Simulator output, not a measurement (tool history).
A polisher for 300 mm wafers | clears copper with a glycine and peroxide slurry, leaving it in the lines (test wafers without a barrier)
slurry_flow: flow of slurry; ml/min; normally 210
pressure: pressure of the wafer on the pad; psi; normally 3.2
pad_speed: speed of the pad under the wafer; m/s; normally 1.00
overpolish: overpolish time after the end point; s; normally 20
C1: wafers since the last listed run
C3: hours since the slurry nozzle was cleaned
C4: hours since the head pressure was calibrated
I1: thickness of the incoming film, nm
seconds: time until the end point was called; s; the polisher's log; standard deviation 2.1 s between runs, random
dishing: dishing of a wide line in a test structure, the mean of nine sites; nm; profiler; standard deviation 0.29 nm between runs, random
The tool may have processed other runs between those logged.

run 1 day=0.000 | slurry_flow=210 pressure=3.2 pad_speed=1.00 overpolish=20 | C1=0 wafers_polished_on_this_pad=227 C3=488.9 C4=264.5 | I1=825.0 | seconds=149.8 dishing=21.6
run 2 day=1.017 | slurry_flow=210 pressure=3.2 pad_speed=1.00 overpolish=27 | C1=204 wafers_polished_on_this_pad=431 C3=513.3 C4=288.9 | I1=822.8 | seconds=144.7 dishing=21.4
run 3 day=2.388 | slurry_flow=210 pressure=3.2 pad_speed=1.00 overpolish=27 | C1=275 wafers_polished_on_this_pad=707 C3=546.2 C4=321.8 | I1=816.6 | seconds=141.4 dishing=21.8
-- day=3.533 head pressure recalibrated
-- day=3.542 worn pad replaced by a new one
run 4 day=3.875 | slurry_flow=210 pressure=3.2 pad_speed=1.00 overpolish=20 | C1=281 wafers_polished_on_this_pad=67 C3=581.9 C4=8.2 | I1=811.5 | seconds=143.2 dishing=21.2
run 5 day=4.396 | slurry_flow=210 pressure=3.2 pad_speed=1.00 overpolish=20 | C1=104 wafers_polished_on_this_pad=171 C3=594.4 C4=20.7 | I1=828.4 | seconds=142.8 dishing=21.7
run 6 day=5.800 | slurry_flow=210 pressure=3.2 pad_speed=1.00 overpolish=20 | C1=282 wafers_polished_on_this_pad=454 C3=628.1 C4=54.4 | I1=823.8 | seconds=142.1 dishing=21.2
run 7 day=7.208 | slurry_flow=210 pressure=3.2 pad_speed=1.00 overpolish=20 | C1=283 wafers_polished_on_this_pad=737 C3=661.9 C4=88.2 | I1=829.2 | seconds=147.0 dishing=21.1
-- day=8.779 worn pad replaced by a new one
run 8 day=8.800 | slurry_flow=210 pressure=3.2 pad_speed=1.00 overpolish=20 | C1=286 wafers_polished_on_this_pad=4 C3=700.1 C4=126.4 | I1=827.8 | seconds=143.6 dishing=21.6
run 9 day=9.496 | slurry_flow=210 pressure=3.2 pad_speed=1.00 overpolish=20 | C1=139 wafers_polished_on_this_pad=144 C3=716.8 C4=143.1 | I1=817.0 | seconds=141.6 dishing=20.9
run 10 day=10.412 | slurry_flow=210 pressure=3.2 pad_speed=1.14 overpolish=20 | C1=184 wafers_polished_on_this_pad=328 C3=738.8 C4=165.1 | I1=816.2 | seconds=131.0 dishing=21.2
run 11 day=11.346 | slurry_flow=210 pressure=3.2 pad_speed=1.00 overpolish=15 | C1=187 wafers_polished_on_this_pad=516 C3=761.2 C4=187.5 | I1=825.3 | seconds=145.9 dishing=20.8
run 12 day=12.288 | slurry_flow=210 pressure=3.2 pad_speed=1.00 overpolish=20 | C1=189 wafers_polished_on_this_pad=706 C3=783.8 C4=210.1 | I1=829.6 | seconds=147.1 dishing=21.1
-- day=14.738 worn pad replaced by a new one
run 13 day=15.162 | slurry_flow=210 pressure=3.2 pad_speed=1.00 overpolish=27 | C1=544 wafers_polished_on_this_pad=85 C3=852.8 C4=279.1 | I1=833.5 | seconds=148.5 dishing=21.6
-- day=16.217 slurry nozzle cleaned
run 14 day=16.629 | slurry_flow=210 pressure=3.2 pad_speed=1.00 overpolish=20 | C1=286 wafers_polished_on_this_pad=372 C3=9.9 C4=314.3 | I1=824.0 | seconds=141.7 dishing=20.8
-- day=16.908 head pressure recalibrated
run 15 day=17.254 | slurry_flow=180 pressure=3.2 pad_speed=1.00 overpolish=20 | C1=108 wafers_polished_on_this_pad=481 C3=24.9 C4=8.3 | I1=825.6 | seconds=145.6 dishing=21.3
run 16 day=17.754 | slurry_flow=210 pressure=3.2 pad_speed=1.00 overpolish=20 | C1=100 wafers_polished_on_this_pad=581 C3=36.9 C4=20.3 | I1=833.6 | seconds=149.2 dishing=21.4
-- day=19.871 worn pad replaced by a new one
run 17 day=20.642 | slurry_flow=210 pressure=2.8 pad_speed=1.00 overpolish=20 | C1=547 wafers_polished_on_this_pad=154 C3=106.2 C4=89.6 | I1=822.4 | seconds=164.1 dishing=21.1
run 18 day=22.075 | slurry_flow=210 pressure=2.3 pad_speed=0.82 overpolish=9 | C1=288 wafers_polished_on_this_pad=443 C3=140.6 C4=124.0 | I1=830.5 | seconds=221.4 dishing=15.5
run 19 day=23.121 | slurry_flow=245 pressure=3.2 pad_speed=0.86 overpolish=20 | C1=210 wafers_polished_on_this_pad=653 C3=165.7 C4=149.1 | I1=829.0 | seconds=159.6 dishing=21.6
run 20 day=24.217 | slurry_flow=255 pressure=2.6 pad_speed=0.76 overpolish=11 | C1=220 wafers_polished_on_this_pad=874 C3=192.0 C4=175.4 | I1=836.7 | seconds=206.6 dishing=17.4
run 21 day=25.017 | slurry_flow=260 pressure=2.2 pad_speed=1.00 overpolish=30 | C1=160 wafers_polished_on_this_pad=1035 C3=211.2 C4=194.6 | I1=818.6 | seconds=189.4 dishing=22.5
-- day=25.242 worn pad replaced by a new one
run 22 day=25.542 | slurry_flow=255 pressure=3.7 pad_speed=1.00 overpolish=20 | C1=72 wafers_polished_on_this_pad=60 C3=223.8 C4=207.2 | I1=825.2 | seconds=127.9 dishing=21.4
run 23 day=26.712 | slurry_flow=140 pressure=3.2 pad_speed=1.00 overpolish=31 | C1=235 wafers_polished_on_this_pad=296 C3=251.9 C4=235.3 | I1=819.7 | seconds=154.0 dishing=21.5

4 ways to go on from here, each from the tool as it stands after run 23. What would each give?
run A day=26.733 | slurry_flow=210 pressure=3.2 pad_speed=1.00 overpolish=20 | C1=4 wafers_polished_on_this_pad=300 C3=252.4 C4=235.8 | I1=829.3 | seconds=? dishing=?
run B day=26.733 | slurry_flow=210 pressure=4.3 pad_speed=1.00 overpolish=20 | C1=4 wafers_polished_on_this_pad=300 C3=252.4 C4=235.8 | I1=829.3 | seconds=? dishing=?
run C day=26.733 | slurry_flow=145 pressure=3.2 pad_speed=0.78 overpolish=10 | C1=4 wafers_polished_on_this_pad=300 C3=252.4 C4=235.8 | I1=829.3 | seconds=? dishing=?
run D day=26.733 | slurry_flow=160 pressure=2.3 pad_speed=1.00 overpolish=20 | C1=4 wafers_polished_on_this_pad=300 C3=252.4 C4=235.8 | I1=829.3 | seconds=? dishing=?

run=A seconds=148.2 dishing=21.6
run=B seconds=115.3 dishing=21.4
run=C seconds=190.1 dishing=17.6
run=D seconds=202.1 dishing=21.4
What these runs would have given with no unlogged condition in the tool:
run=A seconds=148.2 dishing=21.6
run=B seconds=115.3 dishing=21.4
run=C seconds=190.1 dishing=17.6
run=D seconds=202.1 dishing=21.4
